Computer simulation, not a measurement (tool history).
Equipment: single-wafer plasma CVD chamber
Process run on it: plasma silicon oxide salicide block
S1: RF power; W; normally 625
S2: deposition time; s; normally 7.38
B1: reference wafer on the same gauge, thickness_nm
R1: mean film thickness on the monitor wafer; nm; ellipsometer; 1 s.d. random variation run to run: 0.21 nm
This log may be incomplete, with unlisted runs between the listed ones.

Run 1, hour 0.0: usual settings; B1 84.602. Result: R1 71.606 nm.
Run 2, hour 57.9: usual settings; B1 84.658. Result: R1 71.346 nm.
Run 3, hour 123.2: usual settings; B1 84.605. Result: R1 71.012 nm.
Run 4, hour 191.9: usual settings; B1 84.584. Result: R1 70.827 nm.
Run 5, hour 234.3: usual settings; B1 84.569. Result: R1 71.408 nm.
At hour 250.8: showerhead replaced.
Run 6, hour 282.9: usual settings but S1 725 W; B1 84.645. Result: R1 74.861 nm.
Run 7, hour 309.5: usual settings but S1 725 W; B1 84.658. Result: R1 74.982 nm.
At hour 354.1: gauge calibrated.
Run 8, hour 355.6: usual settings but S1 725 W; B1 84.565. Result: R1 75.067 nm.
Run 9, hour 410.8: usual settings; B1 84.570. Result: R1 70.577 nm.
Run 10, hour 444.2: usual settings but S1 580 W, S2 6.86 s; B1 84.580. Result: R1 63.862 nm.
Run 11, hour 515.0: usual settings but S1 710 W, S2 7.84 s; B1 84.601. Result: R1 77.977 nm.
At hour 524.9: RF generator calibrated.
Run 12, hour 542.7: usual settings but S1 535 W; B1 84.557. Result: R1 68.862 nm.
Run 13, hour 611.3: usual settings but S1 670 W, S2 8.56 s; B1 84.556. Result: R1 86.946 nm.
Run 14, hour 659.8: usual settings but S1 555 W, S2 8.38 s; B1 84.610. Result: R1 79.160 nm.
Run 15, hour 688.4: usual settings; B1 84.529. Result: R1 73.348 nm.
Run 16, hour 754.4: usual settings; B1 84.622. Result: R1 73.015 nm.
Run 17, hour 783.4: usual settings; B1 84.611. Result: R1 72.896 nm.
Run 18, hour 834.2: usual settings but S1 510 W, S2 6.07 s; B1 84.624. Result: R1 55.640 nm.

Each row is a separate what-if for the run after 18, all from the same tool condition, not one after another. Results?
Run A, hour 834.6: usual settings; B1 ?. Result: R1 ?.
Run B, hour 834.6: usual settings but S2 8.51 s; B1 ?. Result: R1 ?.
Run C, hour 834.6: usual settings but S1 725 W, S2 6.61 s; B1 ?. Result: R1 ?.
Run D, hour 834.6: usual settings but S2 8.85 s; B1 ?. Result: R1 ?.

run      B1      R1
  A  84.591  73.309
  B  84.591  84.534
  C  84.591  69.340
  D  84.591  87.912
With the hidden condition removed and each run's random variation left untouched, the same runs would have given:
run      R1
  A  73.394
  B  84.632
  C  69.421
  D  88.014

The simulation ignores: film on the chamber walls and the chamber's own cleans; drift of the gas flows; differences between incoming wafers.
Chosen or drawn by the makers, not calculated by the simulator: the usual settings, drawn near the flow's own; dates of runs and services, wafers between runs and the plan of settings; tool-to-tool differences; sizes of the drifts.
